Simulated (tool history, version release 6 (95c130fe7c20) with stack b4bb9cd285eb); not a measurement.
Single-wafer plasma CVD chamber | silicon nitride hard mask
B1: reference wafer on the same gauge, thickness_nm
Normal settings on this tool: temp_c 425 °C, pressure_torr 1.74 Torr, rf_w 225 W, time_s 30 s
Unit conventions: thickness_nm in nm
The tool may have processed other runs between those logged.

run 1 hour=0 | temp_c=425 pressure_torr=1.74 rf_w=250 time_s=33 | B1=26.706 | thickness_nm=34.623
run 2 hour=103.4 | temp_c=425 pressure_torr=1.74 rf_w=250 time_s=33 | B1=26.687 | thickness_nm=34.27
run 3 hour=169.6 | temp_c=425 pressure_torr=1.74 rf_w=250 time_s=33 | B1=26.63 | thickness_nm=34.118
run 4 hour=209.9 | temp_c=425 pressure_torr=1.74 rf_w=225 time_s=30 | B1=26.615 | thickness_nm=29.092
run 5 hour=288.2 | temp_c=425 pressure_torr=1.74 rf_w=225 time_s=30 | B1=26.622 | thickness_nm=29.216
run 6 hour=373.5 | temp_c=425 pressure_torr=1.74 rf_w=225 time_s=30 | B1=26.609 | thickness_nm=28.938
run 7 hour=477.2 | temp_c=425 pressure_torr=1.74 rf_w=225 time_s=30 | B1=26.613 | thickness_nm=29.084
run 8 hour=530.7 | temp_c=425 pressure_torr=1.74 rf_w=225 time_s=30 | B1=26.556 | thickness_nm=28.888
run 9 hour=625.2 | temp_c=425 pressure_torr=1.74 rf_w=225 time_s=30 | B1=26.539 | thickness_nm=29.197
run 10 hour=731.3 | temp_c=425 pressure_torr=1.35 rf_w=225 time_s=30 | B1=26.495 | thickness_nm=27.626
run 11 hour=782.4 | temp_c=416 pressure_torr=2.13 rf_w=225 time_s=27 | B1=26.476 | thickness_nm=27.266
run 12 hour=858.6 | temp_c=425 pressure_torr=1.74 rf_w=225 time_s=30 | B1=26.483 | thickness_nm=28.966
run 13 hour=959.3 | temp_c=418 pressure_torr=1.31 rf_w=260 time_s=31.7 | B1=26.445 | thickness_nm=31.906
run 14 hour=1039.2 | temp_c=430 pressure_torr=1.86 rf_w=265 time_s=30 | B1=26.433 | thickness_nm=32.715
run 15 hour=1106.6 | temp_c=425 pressure_torr=1.74 rf_w=270 time_s=33.7 | B1=26.386 | thickness_nm=36.437
run 16 hour=1186.3 | temp_c=425 pressure_torr=1.74 rf_w=225 time_s=30 | B1=26.344 | thickness_nm=28.967
run 17 hour=1245 | temp_c=425 pressure_torr=1.38 rf_w=225 time_s=30 | B1=26.344 | thickness_nm=27.755
run 18 hour=1328.4 | temp_c=425 pressure_torr=1.74 rf_w=225 time_s=30 | B1=26.321 | thickness_nm=28.906
run 19 hour=1398.1 | temp_c=425 pressure_torr=1.74 rf_w=250 time_s=30 | B1=26.284 | thickness_nm=30.718
run 20 hour=1438.8 | temp_c=425 pressure_torr=1.74 rf_w=225 time_s=30 | B1=26.358 | thickness_nm=28.709
run 21 hour=1475.8 | temp_c=425 pressure_torr=1.74 rf_w=225 time_s=30 | B1=27.079 | thickness_nm=29.559
run 22 hour=1541 | temp_c=425 pressure_torr=1.74 rf_w=225 time_s=30 | B1=27.014 | thickness_nm=29.701
run 23 hour=1640.2 | temp_c=429 pressure_torr=1.74 rf_w=255 time_s=30 | B1=27.027 | thickness_nm=31.869
run 24 hour=1676.3 | temp_c=425 pressure_torr=1.87 rf_w=270 time_s=30 | B1=27.014 | thickness_nm=33.563
run 25 hour=1735.3 | temp_c=416 pressure_torr=1.74 rf_w=225 time_s=30 | B1=27.007 | thickness_nm=29.553
run 26 hour=1831.6 | temp_c=425 pressure_torr=1.74 rf_w=195 time_s=32.6 | B1=26.979 | thickness_nm=28.899
run 27 hour=1985.3 | temp_c=425 pressure_torr=1.74 rf_w=225 time_s=30 | B1=26.925 | thickness_nm=29.412
run 28 hour=2069.5 | temp_c=425 pressure_torr=1.47 rf_w=260 time_s=30 | B1=26.909 | thickness_nm=31.159
run 29 hour=2123.6 | temp_c=425 pressure_torr=1.63 rf_w=225 time_s=30 | B1=26.912 | thickness_nm=29.044

Not shown here: 6 entries made in the log between runs. Locate each between two listed runs and compare the hidden state at the listed run before it with the hidden state at the listed run after it:
Between runs 1 and 2: thermocouple changed; heater temperature recalibrated (hour 15.1); showerhead replaced (hour 40.3)
  gauge reads high (%): -1.1 -> -1.2
  measured result minus the result with no hidden state, thickness_nm: -0.385 -> -0.417 nm
Between runs 9 and 10: capacitance manometer re-zeroed and calibrated (hour 665.1)
  gauge reads high (%): -1.72 -> -1.83
  measured result minus the result with no hidden state, thickness_nm: -0.512 -> -0.514 nm
Between runs 18 and 19: thermocouple changed; heater temperature recalibrated (hour 1394.5)
  gauge reads high (%): -2.42 -> -2.49
  measured result minus the result with no hidden state, thickness_nm: -0.716 -> -0.784 nm
Between runs 20 and 21: gauge calibrated (hour 1462)
  gauge reads high (%): -2.53 -> 0.203
  measured result minus the result with no hidden state, thickness_nm: -0.745 -> +0.06 nm
Between runs 23 and 24: RF generator calibrated (hour 1669.1)
  gauge reads high (%): 0.0398 -> 0.00394
  measured result minus the result with no hidden state, thickness_nm: +0.013 -> +0.001 nm
